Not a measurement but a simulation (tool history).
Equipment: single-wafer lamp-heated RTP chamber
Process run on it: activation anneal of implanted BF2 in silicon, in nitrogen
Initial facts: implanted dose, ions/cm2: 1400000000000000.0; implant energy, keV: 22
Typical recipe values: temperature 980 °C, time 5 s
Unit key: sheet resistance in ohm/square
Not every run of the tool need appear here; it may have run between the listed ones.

run	hour	temperature	time	wafers since the last listed run	wafers since the last pyrometer calibration	wafers since the reflector plate was cleaned	hours since the gauge calibration	read-back reference wafer on the same gauge, sheet resistance	sheet resistance
1	0.0	980	5	0	4187	1243	205.2	183.97	225.74
2	30.8	980	5	383	4570	1627	236.0	184.30	226.24
3	60.0	980	5	363	4934	1991	265.2	183.91	225.61
4	85.0	980	5	311	5246	2303	290.2	184.16	227.16
5	98.9	980	5	173	5419	2476	304.1	184.19	224.48
6	114.2	980	5	190	5610	2667	319.4	184.21	224.37
7	143.7	980	5	367	5977	3034	348.9	184.25	223.90
8	163.4	980	3	245	6223	3280	368.6	184.13	227.80
# hour 169.6: gauge calibrated
# hour 187.5: pyrometer window cleaned and pyrometer calibrated
9	188.0	980	5	206	5	3487	18.4	183.65	223.87
10	200.9	980	4	160	166	3647	31.3	183.84	222.24
# hour 223.8: reflector plate cleaned
11	224.3	1001	7	191	358	6	54.7	183.73	196.68
12	293.4	958	7	861	1219	867	123.8	183.97	255.34
13	306.5	999	3	163	1382	1030	136.9	183.97	211.85
14	320.6	980	7	175	1558	1206	151.0	184.04	220.78

Pick out some run-to-run changes in sheet resistance. Of each, how much would a tool without hidden state show as well, from the settings, what came in and chance, and how much is left for the hidden state and any gauge scatter not in both results compared?
Hidden conditions of the tool in this case: true wafer temperature minus pyrometer reading, K; wafer temperature error from the tarnished reflector plate, K; gauge reads high (%).
Run 10 -> 11: temperature 980 -> 1001, time 4 -> 7, reflector plate cleaned. sheet resistance -25.56 ohm/square: hidden state +5.44, all else -31.00.
Run 11 -> 12: temperature 1001 -> 958. sheet resistance +58.66 ohm/square: hidden state -0.52, all else +59.18.
